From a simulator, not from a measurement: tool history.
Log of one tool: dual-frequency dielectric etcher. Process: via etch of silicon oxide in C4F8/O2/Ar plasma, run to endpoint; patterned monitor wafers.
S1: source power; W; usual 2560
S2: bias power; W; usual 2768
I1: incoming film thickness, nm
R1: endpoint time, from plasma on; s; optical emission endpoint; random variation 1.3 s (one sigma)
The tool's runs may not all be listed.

run,hour,S1,S2,I1,R1
1,0,2560,2392,1920.8,335.8
# hour 76.1: wet clean of the chamber
2,76.6,2560,2392,1935.6,337.2
3,164.7,2560,2392,1921,333.4
4,254.4,2560,2768,1927,310.2
5,316.2,2560,2768,1923.6,310.9
6,364.8,2560,2768,1920.1,311.9
# hour 437.5: source power generator calibrated
7,457.2,2830,2768,1932.4,305.4
# hour 608.5: wet clean of the chamber
8,609,2830,2768,1932.4,303.6
9,653.4,1990,3224,1935.2,316
10,725.1,2560,2768,1944.2,317.4
# hour 732.5: bias power generator calibrated
11,821.2,2560,2768,1927,311.2
# hour 845.2: upper electrode replaced
12,926.8,2780,2084,1934.6,351.1
13,994.7,2560,3114,1929.3,295.5

Forecast run 14:
14,1055.3,2560,2768,1935.8,?

{"run 14": {"R1": 314.8}}
Without the tool's hidden state the same run would have given R1 314.8 s.
